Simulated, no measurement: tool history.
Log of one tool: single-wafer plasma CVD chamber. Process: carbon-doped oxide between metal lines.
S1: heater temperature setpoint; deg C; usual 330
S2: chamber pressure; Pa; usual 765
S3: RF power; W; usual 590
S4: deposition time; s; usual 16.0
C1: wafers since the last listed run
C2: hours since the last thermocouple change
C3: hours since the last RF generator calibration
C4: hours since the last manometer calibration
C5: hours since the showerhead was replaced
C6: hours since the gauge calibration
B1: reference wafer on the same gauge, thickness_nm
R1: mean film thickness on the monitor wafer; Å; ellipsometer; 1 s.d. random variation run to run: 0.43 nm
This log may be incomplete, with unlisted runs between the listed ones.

| run | day | S1 | S2 | S3 | S4 | C1 | C2 | C3 | C4 | C5 | C6 | B1 | R1 |
|---|---|---|---|---|---|---|---|---|---|---|---|---|---|
| 1 | 0.000 | 334 | 765 | 590 | 18.3 | 0 | 1408.2 | 1364.8 | 1061.3 | 5028.0 | 919.5 | 96.157 | 1069.33 |
| 2 | 1.408 | 334 | 765 | 590 | 18.3 | 1052 | 1442.0 | 1398.6 | 1095.1 | 5061.8 | 953.3 | 96.250 | 1080.20 |
| 3 | 8.483 | 334 | 765 | 590 | 18.3 | 5285 | 1611.8 | 1568.4 | 1264.9 | 5231.6 | 1123.1 | 96.022 | 1073.33 |
| 4 | 10.267 | 330 | 765 | 590 | 16.0 | 1332 | 1654.6 | 1611.2 | 1307.7 | 5274.4 | 1165.9 | 96.292 | 950.83 |
| 5 | 12.879 | 330 | 765 | 590 | 16.0 | 1951 | 1717.3 | 1673.9 | 1370.4 | 5337.1 | 1228.6 | 96.143 | 941.72 |
| 6 | 13.992 | 330 | 765 | 590 | 14.1 | 831 | 1744.0 | 1700.6 | 1397.1 | 5363.8 | 1255.3 | 96.120 | 838.84 |
| 7 | 16.583 | 330 | 765 | 515 | 16.0 | 1936 | 1806.2 | 1762.8 | 1459.3 | 5426.0 | 1317.5 | 96.052 | 821.82 |
| 8 | 18.817 | 330 | 765 | 515 | 16.0 | 1668 | 1859.8 | 1816.4 | 1512.9 | 5479.6 | 1371.1 | 96.113 | 827.34 |
| 9 | 20.271 | 330 | 765 | 515 | 16.0 | 1086 | 1894.7 | 1851.3 | 1547.8 | 5514.5 | 1406.0 | 95.922 | 834.29 |
|  | 22.992 | gauge calibrated |
| 10 | 23.204 | 330 | 833 | 590 | 18.4 | 2191 | 1965.1 | 1921.7 | 1618.2 | 5584.9 | 5.1 | 96.020 | 1091.90 |
|  | 24.804 | capacitance manometer re-zeroed and calibrated |
| 11 | 25.888 | 330 | 833 | 590 | 18.4 | 1755 | 2029.5 | 1986.1 | 26.0 | 5649.3 | 69.5 | 96.109 | 1086.62 |
| 12 | 27.092 | 330 | 833 | 590 | 18.4 | 899 | 2058.4 | 2015.0 | 54.9 | 5678.2 | 98.4 | 96.168 | 1087.25 |
|  | 27.838 | showerhead replaced |
| 13 | 29.775 | 330 | 765 | 590 | 16.0 | 1755 | 2122.8 | 2079.4 | 119.3 | 46.5 | 162.8 | 96.090 | 931.90 |
| 14 | 32.400 | 334 | 765 | 590 | 16.0 | 1960 | 2185.8 | 2142.4 | 182.3 | 109.5 | 225.8 | 96.026 | 923.35 |

Predict the results of run 15:
| 15 | 34.408 | 330 | 765 | 510 | 16.0 | 1500 | 2234.0 | 2190.6 | 230.5 | 157.7 | 274.0 | ? | ? |

B1: 96.097
R1: 812.73 Å
Had the tool carried no hidden state, the very same run would have given R1 847.39 Å.
